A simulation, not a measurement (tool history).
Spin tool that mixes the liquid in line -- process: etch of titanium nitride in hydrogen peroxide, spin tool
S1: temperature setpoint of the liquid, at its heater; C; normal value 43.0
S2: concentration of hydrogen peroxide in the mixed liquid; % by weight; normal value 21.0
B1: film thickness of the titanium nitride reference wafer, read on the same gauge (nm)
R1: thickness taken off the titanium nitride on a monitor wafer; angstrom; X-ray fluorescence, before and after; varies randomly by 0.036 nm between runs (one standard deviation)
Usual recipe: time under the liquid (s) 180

Run 1, hour 0.0: usual settings but S2 19.5 % by weight; B1 40.014. Result: R1 29.31 angstrom.
At hour 44.7: peroxide flow meter replaced.
Run 2, hour 67.1: usual settings but S2 17.5 % by weight; B1 40.030. Result: R1 28.40 angstrom.
Run 3, hour 135.9: usual settings but S1 36.5 C, S2 17.0 % by weight, time under the liquid (s) 285; B1 40.005. Result: R1 27.29 angstrom.
At hour 153.8: new drum of peroxide connected.
Run 4, hour 182.5: usual settings but S1 34.5 C, S2 23.5 % by weight, time under the liquid (s) 150; B1 40.028. Result: R1 13.24 angstrom.
Run 5, hour 218.8: usual settings but S2 25.0 % by weight, time under the liquid (s) 240; B1 40.028. Result: R1 41.68 angstrom.
At hour 276.9: heated supply line repaired.
Run 6, hour 277.2: usual settings but S2 24.5 % by weight, time under the liquid (s) 255; B1 40.033. Result: R1 42.84 angstrom.
Run 7, hour 334.7: usual settings but S1 46.0 C, S2 15.5 % by weight, time under the liquid (s) 100; B1 40.007. Result: R1 19.47 angstrom.
Run 8, hour 404.3: usual settings; B1 40.012. Result: R1 30.06 angstrom.
Run 9, hour 469.6: usual settings; B1 39.981. Result: R1 29.62 angstrom.
Run 10, hour 523.2: usual settings; B1 40.018. Result: R1 29.69 angstrom.
Run 11, hour 588.2: usual settings but S1 34.5 C, time under the liquid (s) 285; B1 40.024. Result: R1 24.14 angstrom.
Run 12, hour 622.4: usual settings but S2 16.0 % by weight; B1 40.021. Result: R1 28.30 angstrom.
Run 13, hour 656.0: usual settings; B1 40.010. Result: R1 30.45 angstrom.

What does the tool deliver on the next run?
At hour 673.1: thermometer replaced.
At hour 690.6: gauge calibrated.
At hour 723.4: new drum of peroxide connected.
Run 14, hour 726.5: usual settings but S2 15.5 % by weight, time under the liquid (s) 90; B1 ?. Result: R1 ?.

B1: 39.975
R1: 13.88 angstrom
With the hidden condition absent and the run-to-run variation left alone, this run would have shown R1 13.88 angstrom.
